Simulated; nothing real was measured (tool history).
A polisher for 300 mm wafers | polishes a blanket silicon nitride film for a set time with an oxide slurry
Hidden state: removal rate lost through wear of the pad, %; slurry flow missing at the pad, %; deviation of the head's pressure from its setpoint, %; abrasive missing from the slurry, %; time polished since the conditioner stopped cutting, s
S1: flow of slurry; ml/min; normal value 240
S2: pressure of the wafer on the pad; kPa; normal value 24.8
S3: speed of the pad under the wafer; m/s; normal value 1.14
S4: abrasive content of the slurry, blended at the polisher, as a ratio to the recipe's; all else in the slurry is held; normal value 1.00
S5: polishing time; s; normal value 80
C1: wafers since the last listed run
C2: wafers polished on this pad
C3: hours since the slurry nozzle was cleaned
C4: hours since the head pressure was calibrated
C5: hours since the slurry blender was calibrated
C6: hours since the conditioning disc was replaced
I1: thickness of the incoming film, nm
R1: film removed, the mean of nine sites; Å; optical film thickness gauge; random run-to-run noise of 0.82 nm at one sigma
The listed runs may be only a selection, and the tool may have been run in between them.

run,hour,S1,S2,S3,S4,S5,C1,C2,C3,C4,C5,C6,I1,R1
1,0.0,210,24.8,1.14,1.00,80,0,536,217.5,1057.1,294.8,122.8,500.5,531
2,6.6,240,26.9,1.14,1.00,80,56,593,224.1,1063.7,301.4,129.4,519.4,570
3,23.0,240,26.9,1.14,1.00,80,140,734,240.5,1080.1,317.8,145.8,514.7,556
4,57.5,240,24.8,1.14,1.00,101,296,1030,275.0,1114.6,352.3,180.3,519.1,654
# hour 64.0: worn pad replaced by a new one
5,69.2,240,24.8,1.14,1.00,80,66,45,286.7,1126.3,364.0,192.0,499.1,521
6,76.5,240,24.8,1.14,1.00,80,62,107,294.0,1133.6,371.3,199.3,501.4,511
7,93.4,260,24.8,1.14,1.00,80,145,252,310.9,1150.5,388.2,216.2,511.7,502
8,107.8,240,24.8,1.14,1.00,80,123,376,325.3,1164.9,402.6,230.6,508.1,508
9,115.2,240,24.8,1.14,1.00,80,63,439,332.7,1172.3,410.0,238.0,509.0,487
10,122.9,240,24.8,1.14,1.00,80,66,506,340.4,1180.0,417.7,245.7,509.1,478
11,130.4,240,24.8,1.14,1.00,80,64,570,347.9,1187.5,425.2,253.2,504.3,508
12,138.9,240,24.8,1.14,0.85,80,72,643,356.4,1196.0,433.7,261.7,508.5,459
13,146.0,210,30.3,1.14,1.00,100,60,704,363.5,1203.1,440.8,268.8,506.2,704
14,157.8,240,20.0,1.14,1.25,57,101,805,375.3,1214.9,452.6,280.6,515.4,311
# hour 172.2: slurry blender recalibrated
15,175.2,240,24.8,1.14,1.00,80,132,937,392.7,1232.3,3.0,298.0,508.7,482
# hour 191.1: slurry nozzle cleaned
# hour 201.0: worn pad replaced by a new one
# hour 211.0: conditioning disc replaced and pad reconditioned
16,214.1,240,22.1,1.14,1.00,80,273,95,23.0,1271.2,41.9,3.1,506.0,476
17,220.8,195,29.0,1.14,0.80,62,57,152,29.7,1277.9,48.6,9.8,507.3,441
18,233.6,240,24.8,1.14,0.90,80,109,262,42.5,1290.7,61.4,22.6,513.1,528
# hour 236.7: head pressure recalibrated
19,247.6,240,33.1,1.24,0.75,97,103,365,56.5,10.9,75.4,36.6,515.2,811
20,264.2,240,24.8,1.14,1.00,80,142,508,73.1,27.5,92.0,53.2,505.1,533
21,275.7,190,33.1,1.28,0.85,80,98,607,84.6,39.0,103.5,64.7,505.8,672
22,289.4,315,24.8,0.76,1.00,80,117,724,98.3,52.7,117.2,78.4,508.9,449
23,301.3,240,20.0,1.14,1.25,57,102,826,110.2,64.6,129.1,90.3,503.5,328

Forecast each of these 3 alternatives for the next run:
A,301.7,240,24.8,1.14,1.00,80,3,830,110.6,65.0,129.5,90.7,507.4,?
B,301.7,240,24.8,1.14,0.75,80,3,830,110.6,65.0,129.5,90.7,507.4,?
C,301.7,240,24.8,1.14,1.00,95,3,830,110.6,65.0,129.5,90.7,507.4,?

run,R1
A,518
B,464
C,615
With no hidden state in the tool, these same runs would have given:
run,R1
A,562
B,503
C,667
